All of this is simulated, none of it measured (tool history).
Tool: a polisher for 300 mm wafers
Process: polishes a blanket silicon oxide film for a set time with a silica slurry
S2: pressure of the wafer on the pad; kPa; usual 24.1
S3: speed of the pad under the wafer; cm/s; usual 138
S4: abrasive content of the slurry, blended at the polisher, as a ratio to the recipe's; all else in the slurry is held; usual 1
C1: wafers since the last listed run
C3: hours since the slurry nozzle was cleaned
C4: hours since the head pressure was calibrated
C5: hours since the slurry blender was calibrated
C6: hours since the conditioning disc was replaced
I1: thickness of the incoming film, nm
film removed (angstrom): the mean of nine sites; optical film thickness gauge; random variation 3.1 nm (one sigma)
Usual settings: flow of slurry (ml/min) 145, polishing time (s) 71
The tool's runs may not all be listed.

{"run": 1, "day": 0.0, "flow of slurry (ml/min)": 145, "S2": 24.1, "S3": 138, "S4": 1, "polishing time (s)": 71, "C1": 0, "wafers polished on this pad": 7, "C3": 317.2, "C4": 1195.1, "C5": 322.6, "C6": 379.7, "I1": 1472.6, "film removed (angstrom)": 2296}
{"run": 2, "day": 0.475, "flow of slurry (ml/min)": 145, "S2": 24.1, "S3": 138, "S4": 1, "polishing time (s)": 71, "C1": 129, "wafers polished on this pad": 137, "C3": 328.6, "C4": 1206.5, "C5": 334, "C6": 391.1, "I1": 1467.2, "film removed (angstrom)": 2165}
{"run": 3, "day": 1.1, "flow of slurry (ml/min)": 145, "S2": 24.1, "S3": 138, "S4": 1, "polishing time (s)": 71, "C1": 170, "wafers polished on this pad": 308, "C3": 343.6, "C4": 1221.5, "C5": 349, "C6": 406.1, "I1": 1462.6, "film removed (angstrom)": 2058}
{"run": 4, "day": 1.679, "flow of slurry (ml/min)": 145, "S2": 24.1, "S3": 138, "S4": 1, "polishing time (s)": 71, "C1": 158, "wafers polished on this pad": 466, "C3": 357.5, "C4": 1235.4, "C5": 362.9, "C6": 420, "I1": 1469.2, "film removed (angstrom)": 2090}
{"run": 5, "day": 2.429, "flow of slurry (ml/min)": 145, "S2": 24.1, "S3": 138, "S4": 1, "polishing time (s)": 71, "C1": 205, "wafers polished on this pad": 671, "C3": 375.5, "C4": 1253.4, "C5": 380.9, "C6": 438, "I1": 1473, "film removed (angstrom)": 2010}
{"day": 2.662, "done": "worn pad replaced by a new one"}
{"run": 6, "day": 3.175, "flow of slurry (ml/min)": 145, "S2": 24.1, "S3": 138, "S4": 1, "polishing time (s)": 71, "C1": 158, "wafers polished on this pad": 140, "C3": 393.4, "C4": 1271.3, "C5": 398.8, "C6": 455.9, "I1": 1463, "film removed (angstrom)": 2244}
{"run": 7, "day": 3.733, "flow of slurry (ml/min)": 145, "S2": 24.1, "S3": 138, "S4": 1, "polishing time (s)": 71, "C1": 152, "wafers polished on this pad": 292, "C3": 406.8, "C4": 1284.7, "C5": 412.2, "C6": 469.3, "I1": 1479.4, "film removed (angstrom)": 2069}
{"day": 4.208, "done": "head pressure recalibrated"}
{"run": 8, "day": 4.388, "flow of slurry (ml/min)": 145, "S2": 24.1, "S3": 138, "S4": 1, "polishing time (s)": 71, "C1": 156, "wafers polished on this pad": 448, "C3": 422.5, "C4": 4.3, "C5": 427.9, "C6": 485, "I1": 1469.7, "film removed (angstrom)": 2080}
{"day": 4.85, "done": "worn pad replaced by a new one"}
{"run": 9, "day": 4.971, "flow of slurry (ml/min)": 145, "S2": 24.1, "S3": 138, "S4": 1, "polishing time (s)": 71, "C1": 113, "wafers polished on this pad": 33, "C3": 436.5, "C4": 18.3, "C5": 441.9, "C6": 499, "I1": 1453.2, "film removed (angstrom)": 2331}
{"run": 10, "day": 5.3, "flow of slurry (ml/min)": 145, "S2": 24.1, "S3": 138, "S4": 1, "polishing time (s)": 71, "C1": 89, "wafers polished on this pad": 123, "C3": 444.4, "C4": 26.2, "C5": 449.8, "C6": 506.9, "I1": 1465.2, "film removed (angstrom)": 2159}
{"run": 11, "day": 5.55, "flow of slurry (ml/min)": 130, "S2": 24.1, "S3": 138, "S4": 1.15, "polishing time (s)": 71, "C1": 68, "wafers polished on this pad": 191, "C3": 450.4, "C4": 32.2, "C5": 455.8, "C6": 512.9, "I1": 1482.3, "film removed (angstrom)": 2182}
{"day": 5.725, "done": "conditioning disc replaced and pad reconditioned"}
{"run": 12, "day": 5.817, "flow of slurry (ml/min)": 195, "S2": 24.1, "S3": 98, "S4": 1, "polishing time (s)": 87, "C1": 50, "wafers polished on this pad": 241, "C3": 456.8, "C4": 38.6, "C5": 462.2, "C6": 2.2, "I1": 1463.3, "film removed (angstrom)": 2118}
{"run": 13, "day": 6.221, "flow of slurry (ml/min)": 145, "S2": 31, "S3": 174, "S4": 1, "polishing time (s)": 71, "C1": 110, "wafers polished on this pad": 352, "C3": 466.5, "C4": 48.3, "C5": 471.9, "C6": 11.9, "I1": 1497.7, "film removed (angstrom)": 3031}
{"day": 6.358, "done": "slurry blender recalibrated"}
{"run": 14, "day": 6.796, "flow of slurry (ml/min)": 185, "S2": 18.6, "S3": 138, "S4": 1, "polishing time (s)": 71, "C1": 134, "wafers polished on this pad": 486, "C3": 480.3, "C4": 62.1, "C5": 10.5, "C6": 25.7, "I1": 1484.3, "film removed (angstrom)": 1714}
{"run": 15, "day": 7.171, "flow of slurry (ml/min)": 145, "S2": 24.1, "S3": 138, "S4": 0.9, "polishing time (s)": 71, "C1": 102, "wafers polished on this pad": 589, "C3": 489.3, "C4": 71.1, "C5": 19.5, "C6": 34.7, "I1": 1467.5, "film removed (angstrom)": 1918}
{"day": 7.354, "done": "worn pad replaced by a new one"}
{"run": 16, "day": 7.479, "flow of slurry (ml/min)": 145, "S2": 31, "S3": 174, "S4": 1, "polishing time (s)": 71, "C1": 38, "wafers polished on this pad": 34, "C3": 496.7, "C4": 78.5, "C5": 26.9, "C6": 42.1, "I1": 1463.9, "film removed (angstrom)": 3345}
{"day": 7.625, "done": "slurry nozzle cleaned"}
{"run": 17, "day": 8.129, "flow of slurry (ml/min)": 190, "S2": 24.1, "S3": 138, "S4": 0.8, "polishing time (s)": 71, "C1": 166, "wafers polished on this pad": 200, "C3": 12.1, "C4": 94.1, "C5": 42.5, "C6": 57.7, "I1": 1454.6, "film removed (angstrom)": 1974}
{"run": 18, "day": 8.379, "flow of slurry (ml/min)": 145, "S2": 24.1, "S3": 166, "S4": 1, "polishing time (s)": 71, "C1": 68, "wafers polished on this pad": 268, "C3": 18.1, "C4": 100.1, "C5": 48.5, "C6": 63.7, "I1": 1470.5, "film removed (angstrom)": 2383}
{"run": 19, "day": 8.975, "flow of slurry (ml/min)": 145, "S2": 24.1, "S3": 112, "S4": 1, "polishing time (s)": 52, "C1": 162, "wafers polished on this pad": 431, "C3": 32.4, "C4": 114.4, "C5": 62.8, "C6": 78, "I1": 1475.5, "film removed (angstrom)": 1300}
{"run": 20, "day": 9.633, "flow of slurry (ml/min)": 145, "S2": 31, "S3": 174, "S4": 1, "polishing time (s)": 71, "C1": 179, "wafers polished on this pad": 611, "C3": 48.2, "C4": 130.2, "C5": 78.6, "C6": 93.8, "I1": 1456.2, "film removed (angstrom)": 2935}
{"day": 9.908, "done": "worn pad replaced by a new one"}
{"run": 21, "day": 10.138, "flow of slurry (ml/min)": 95, "S2": 20.7, "S3": 170, "S4": 1.3, "polishing time (s)": 71, "C1": 92, "wafers polished on this pad": 62, "C3": 60.3, "C4": 142.3, "C5": 90.7, "C6": 105.9, "I1": 1469.4, "film removed (angstrom)": 2283}

Forecast each of these 4 alternatives for the next run:
{"run": "A", "day": 10.158, "flow of slurry (ml/min)": 195, "S2": 24.1, "S3": 138, "S4": 1, "polishing time (s)": 71, "C1": 5, "wafers polished on this pad": 68, "C3": 60.8, "C4": 142.8, "C5": 91.2, "C6": 106.4, "I1": 1469.4, "film removed (angstrom)": "?"}
{"run": "B", "day": 10.158, "flow of slurry (ml/min)": 125, "S2": 24.1, "S3": 138, "S4": 1.2, "polishing time (s)": 71, "C1": 5, "wafers polished on this pad": 68, "C3": 60.8, "C4": 142.8, "C5": 91.2, "C6": 106.4, "I1": 1469.4, "film removed (angstrom)": "?"}
{"run": "C", "day": 10.158, "flow of slurry (ml/min)": 120, "S2": 24.1, "S3": 138, "S4": 1, "polishing time (s)": 91, "C1": 5, "wafers polished on this pad": 68, "C3": 60.8, "C4": 142.8, "C5": 91.2, "C6": 106.4, "I1": 1469.4, "film removed (angstrom)": "?"}
{"run": "D", "day": 10.158, "flow of slurry (ml/min)": 145, "S2": 24.1, "S3": 164, "S4": 1, "polishing time (s)": 71, "C1": 5, "wafers polished on this pad": 68, "C3": 60.8, "C4": 142.8, "C5": 91.2, "C6": 106.4, "I1": 1469.4, "film removed (angstrom)": "?"}

run=A film_removed_(angstrom)=2361
run=B film_removed_(angstrom)=2351
run=C film_removed_(angstrom)=2765
run=D film_removed_(angstrom)=2526
Without the tool's hidden state the same runs would have given:
run=A film_removed_(angstrom)=2477
run=B film_removed_(angstrom)=2466
run=C film_removed_(angstrom)=2900
run=D film_removed_(angstrom)=2650

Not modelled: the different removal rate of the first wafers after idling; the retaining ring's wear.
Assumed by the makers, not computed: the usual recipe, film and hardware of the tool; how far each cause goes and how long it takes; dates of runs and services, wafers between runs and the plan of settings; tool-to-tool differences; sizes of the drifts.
